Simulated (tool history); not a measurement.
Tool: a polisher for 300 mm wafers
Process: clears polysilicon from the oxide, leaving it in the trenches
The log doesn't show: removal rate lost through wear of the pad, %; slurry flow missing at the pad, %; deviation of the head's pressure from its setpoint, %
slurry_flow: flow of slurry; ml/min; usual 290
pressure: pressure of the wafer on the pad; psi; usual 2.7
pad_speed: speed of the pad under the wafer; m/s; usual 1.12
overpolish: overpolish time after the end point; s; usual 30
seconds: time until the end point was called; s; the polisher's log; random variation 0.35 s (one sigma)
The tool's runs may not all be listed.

run     day  slurry_flow  pressure  pad_speed  overpolish  wafers since the last listed run  wafers polished on this pad  hours since the slurry nozzle was cleaned  hours since the head pressure was calibrated  incoming thickness of the incoming film, nm  seconds
  1       0          290       2.7       1.12          30                                 0                         1102                                      369.8                                         200.3                                          303     24.1
      0.783  -- slurry nozzle cleaned
  2   2.292          290       2.7       1.12          30                               374                         1477                                       36.2                                         255.3                                        313.2     22.4
      2.642  -- worn pad replaced by a new one
      4.962  -- head pressure recalibrated
  3   6.604          290       2.7       1.12          42                               676                          645                                      139.7                                          39.4                                        305.9     23.3
  4   9.167          290       2.7       1.12          42                               426                         1072                                      201.2                                         100.9                                        306.8     23.7
     10.117  -- worn pad replaced by a new one
  5  12.338          290       2.7       1.26          30                               500                          370                                      277.3                                           177                                        309.5     21.8
  6  15.812          290       2.7       0.98          30                               578                          948                                      360.7                                         260.4                                        311.5     27.3
     17.608  -- worn pad replaced by a new one
  7  17.629          290       2.7       0.98          30                               274                            3                                      404.3                                           304                                        312.9     27.9
     17.762  -- head pressure recalibrated
     18.967  -- slurry nozzle cleaned
  8  20.179          235       2.4          1          30                               403                          407                                       29.1                                            58                                        311.1     29.4
  9  24.054          290       2.7       1.12          15                               645                         1052                                      122.1                                           151                                        305.8     22.7
     26.088  -- worn pad replaced by a new one, of another model than before
 10  26.804          290       1.8       0.98          23                               430                          119                                      188.1                                           217                                        310.1     30.6
 11  31.492          210       2.7       1.24          30                               780                          899                                      300.6                                         329.5                                        312.4     22.8
     32.658  -- head pressure recalibrated
     34.946  -- worn pad replaced by a new one
     35.246  -- slurry nozzle cleaned
 12  35.762          210       2.4       1.12          30                               662                          129                                       12.4                                          74.5                                        307.4     24.8
 13  38.871          290       1.9       1.12          37                               517                          646                                         87                                         149.1                                        314.9     27.5
     42.492  -- worn pad replaced by a new one
 14  43.362          290       2.7       1.12          30                               720                          144                                      194.8                                         256.9                                        306.3     22.7

What the log doesn't show, run by run:
removal rate lost through wear of the pad, %: 0 in every run
deviation of the head's pressure from its setpoint, %: 0 in every run
H1: slurry flow missing at the pad, %
run    H1
  1  43.4
  2  12.4
  3  29.4
  4  34.9
  5  39.1
  6  41.7
  7  42.5
  8  9.33
  9    26
 10  32.6
 11  38.7
 12  3.86
 13  19.9
 14  32.1

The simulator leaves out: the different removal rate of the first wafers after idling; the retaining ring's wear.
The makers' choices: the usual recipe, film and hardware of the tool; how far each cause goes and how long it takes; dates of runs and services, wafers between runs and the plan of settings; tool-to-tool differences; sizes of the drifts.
